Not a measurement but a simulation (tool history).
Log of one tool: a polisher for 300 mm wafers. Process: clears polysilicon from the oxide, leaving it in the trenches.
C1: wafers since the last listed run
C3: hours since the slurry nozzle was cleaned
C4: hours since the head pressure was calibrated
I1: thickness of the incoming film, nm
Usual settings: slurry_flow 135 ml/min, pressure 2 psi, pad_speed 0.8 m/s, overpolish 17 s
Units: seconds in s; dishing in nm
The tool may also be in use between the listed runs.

Run 1, day 0: usual settings but pressure 1.5 psi; C1 0; wafers polished on this pad 226; C3 354.4; C4 468.6; I1 370.6. Result: seconds 42.5 s, dishing 52.8 nm.
Run 2, day 0.717: usual settings but pressure 1.5 psi; C1 182; wafers polished on this pad 409; C3 371.6; C4 485.8; I1 373.7. Result: seconds 44.3 s, dishing 50.7 nm.
Run 3, day 1.129: usual settings; C1 105; wafers polished on this pad 514; C3 381.5; C4 495.7; I1 372. Result: seconds 34.4 s, dishing 54.5 nm.
Run 4, day 1.571: usual settings; C1 112; wafers polished on this pad 627; C3 392.1; C4 506.3; I1 364.4. Result: seconds 34.2 s, dishing 55 nm.
Run 5, day 2: usual settings but pad_speed 0.98 m/s; C1 109; wafers polished on this pad 736; C3 402.4; C4 516.6; I1 374.7. Result: seconds 30.2 s, dishing 55.8 nm.
Run 6, day 2.679: usual settings but pad_speed 0.98 m/s; C1 173; wafers polished on this pad 909; C3 418.7; C4 532.9; I1 369.8. Result: seconds 30.2 s, dishing 55.7 nm.
Run 7, day 3.125: usual settings but pad_speed 0.98 m/s; C1 113; wafers polished on this pad 1023; C3 429.4; C4 543.6; I1 368.3. Result: seconds 30.3 s, dishing 57.2 nm.
Run 8, day 3.529: usual settings; C1 103; wafers polished on this pad 1126; C3 439.1; C4 553.3; I1 366.3. Result: seconds 35.2 s, dishing 54 nm.
At day 4.162: worn pad replaced by a new one.
Run 9, day 4.183: usual settings but slurry_flow 100 ml/min, overpolish 11 s; C1 124; wafers polished on this pad 4; C3 454.8; C4 569; I1 371.1. Result: seconds 35.4 s, dishing 49 nm.
Run 10, day 4.688: usual settings; C1 128; wafers polished on this pad 133; C3 466.9; C4 581.1; I1 362.8. Result: seconds 32.3 s, dishing 54.2 nm.
Run 11, day 5.429: usual settings; C1 189; wafers polished on this pad 322; C3 484.7; C4 598.9; I1 368.1. Result: seconds 32.9 s, dishing 54.8 nm.
Run 12, day 5.892: usual settings but pad_speed 0.62 m/s; C1 117; wafers polished on this pad 440; C3 495.8; C4 610; I1 371. Result: seconds 40.9 s, dishing 52.2 nm.
Run 13, day 6.288: usual settings but pressure 1.7 psi, pad_speed 1.02 m/s; C1 100; wafers polished on this pad 541; C3 505.3; C4 619.5; I1 372.3. Result: seconds 32.3 s, dishing 56.3 nm.
Run 14, day 6.779: usual settings but pressure 1.7 psi, pad_speed 1.02 m/s; C1 125; wafers polished on this pad 666; C3 517.1; C4 631.3; I1 366.5. Result: seconds 32.3 s, dishing 56.3 nm.
Run 15, day 7.292: usual settings but pad_speed 0.98 m/s; C1 130; wafers polished on this pad 797; C3 529.4; C4 643.6; I1 370. Result: seconds 29.3 s, dishing 55.9 nm.
At day 7.821: slurry nozzle cleaned.
At day 8.958: worn pad replaced by a new one.
Run 16, day 9.325: usual settings; C1 465; wafers polished on this pad 93; C3 36.1; C4 692.4; I1 363.9. Result: seconds 31.4 s, dishing 55.4 nm.
Run 17, day 9.833: usual settings but slurry_flow 90 ml/min, pad_speed 0.72 m/s, overpolish 8 s; C1 129; wafers polished on this pad 222; C3 48.3; C4 704.6; I1 368. Result: seconds 38.3 s, dishing 40.7 nm.
Run 18, day 10.362: usual settings but slurry_flow 90 ml/min, pressure 1.8 psi, overpolish 8 s; C1 134; wafers polished on this pad 357; C3 61; C4 717.3; I1 371. Result: seconds 39.3 s, dishing 39.3 nm.
Run 19, day 11.042: usual settings; C1 173; wafers polished on this pad 530; C3 77.3; C4 733.6; I1 373.5. Result: seconds 32.8 s, dishing 56.5 nm.
Run 20, day 11.329: usual settings but pressure 1.5 psi, pad_speed 0.94 m/s, overpolish 25 s; C1 73; wafers polished on this pad 604; C3 84.2; C4 740.5; I1 369.7. Result: seconds 36.5 s, dishing 57.1 nm.
At day 11.608: head pressure recalibrated.
Run 21, day 11.746: usual settings but slurry_flow 155 ml/min, pad_speed 0.7 m/s; C1 84; wafers polished on this pad 688; C3 94.2; C4 3.3; I1 368.3. Result: seconds 40.3 s, dishing 53.6 nm.
Run 22, day 12.338: usual settings; C1 150; wafers polished on this pad 839; C3 108.4; C4 17.5; I1 367.7. Result: seconds 38.1 s, dishing 54.1 nm.
Run 23, day 12.662: usual settings but pad_speed 0.9 m/s, overpolish 9 s; C1 82; wafers polished on this pad 922; C3 116.2; C4 25.3; I1 369.5. Result: seconds 34 s, dishing 43.3 nm.
Run 24, day 12.988: usual settings but slurry_flow 155 ml/min, pressure 1.6 psi, pad_speed 0.56 m/s, overpolish 14 s; C1 82; wafers polished on this pad 1005; C3 124; C4 33.1; I1 372.7. Result: seconds 57.3 s, dishing 43.8 nm.
At day 14.892: worn pad replaced by a new one.
Run 25, day 15.05: usual settings; C1 483; wafers polished on this pad 40; C3 173.5; C4 82.6; I1 370.9. Result: seconds 35.6 s, dishing 55.2 nm.
Run 26, day 15.688: usual settings; C1 162; wafers polished on this pad 202; C3 188.8; C4 97.9; I1 370.9. Result: seconds 35.5 s, dishing 54.6 nm.
Run 27, day 16.221: usual settings but pressure 1.8 psi, overpolish 23 s; C1 135; wafers polished on this pad 338; C3 201.6; C4 110.7; I1 365.3. Result: seconds 38.4 s, dishing 56.2 nm.
Run 28, day 16.671: usual settings but pressure 2.4 psi, pad_speed 1.06 m/s, overpolish 20 s; C1 114; wafers polished on this pad 453; C3 212.4; C4 121.5; I1 365.5. Result: seconds 24.5 s, dishing 56.4 nm.
Run 29, day 16.958: usual settings but overpolish 24 s; C1 73; wafers polished on this pad 526; C3 219.3; C4 128.4; I1 374.6. Result: seconds 37.1 s, dishing 56.9 nm.
Run 30, day 17.358: usual settings but slurry_flow 145 ml/min, pressure 1.3 psi, pad_speed 0.62 m/s, overpolish 24 s; C1 101; wafers polished on this pad 628; C3 228.9; C4 138; I1 371.5. Result: seconds 61.9 s, dishing 51.7 nm.
Run 31, day 17.758: usual settings; C1 101; wafers polished on this pad 730; C3 238.5; C4 147.6; I1 362.8. Result: seconds 36.2 s, dishing 53 nm.
Run 32, day 18.083: usual settings but slurry_flow 155 ml/min, pressure 2.4 psi, overpolish 7 s; C1 82; wafers polished on this pad 813; C3 246.3; C4 155.4; I1 369.6. Result: seconds 31 s, dishing 42.2 nm.
Run 33, day 18.604: usual settings but pad_speed 0.66 m/s, overpolish 12 s; C1 132; wafers polished on this pad 946; C3 258.8; C4 167.9; I1 366.5. Result: seconds 43.5 s, dishing 45.4 nm.
Run 34, day 19.008: usual settings but pressure 2.6 psi, pad_speed 0.96 m/s; C1 103; wafers polished on this pad 1049; C3 268.5; C4 177.6; I1 375.9. Result: seconds 26.8 s, dishing 58.5 nm.

Forecast each of these 5 alternatives for the next run:
Run A, day 19.025: usual settings; C1 4; wafers polished on this pad 1053; C3 268.9; C4 178; I1 367.2. Result: seconds ?, dishing ?.
Run B, day 19.025: usual settings but slurry_flow 105 ml/min, pressure 1.8 psi, pad_speed 0.6 m/s, overpolish 13 s; C1 4; wafers polished on this pad 1053; C3 268.9; C4 178; I1 367.2. Result: seconds ?, dishing ?.
Run C, day 19.025: usual settings but overpolish 11 s; C1 4; wafers polished on this pad 1053; C3 268.9; C4 178; I1 367.2. Result: seconds ?, dishing ?.
Run D, day 19.025: usual settings but pressure 2.4 psi; C1 4; wafers polished on this pad 1053; C3 268.9; C4 178; I1 367.2. Result: seconds ?, dishing ?.
Run E, day 19.025: usual settings but pad_speed 0.7 m/s, overpolish 7 s; C1 4; wafers polished on this pad 1053; C3 268.9; C4 178; I1 367.2. Result: seconds ?, dishing ?.

run  seconds  dishing
  A     38.3     53.1
  B     54.8     42.4
  C     38.3     46.2
  D     32.8     54.8
  E     42.3     34.8
Without the tool's hidden state the same runs would have given:
run  seconds  dishing
  A     34.8     54.2
  B     49.9     44.3
  C     34.8       48
  D     29.8     55.6
  E     38.5     36.8

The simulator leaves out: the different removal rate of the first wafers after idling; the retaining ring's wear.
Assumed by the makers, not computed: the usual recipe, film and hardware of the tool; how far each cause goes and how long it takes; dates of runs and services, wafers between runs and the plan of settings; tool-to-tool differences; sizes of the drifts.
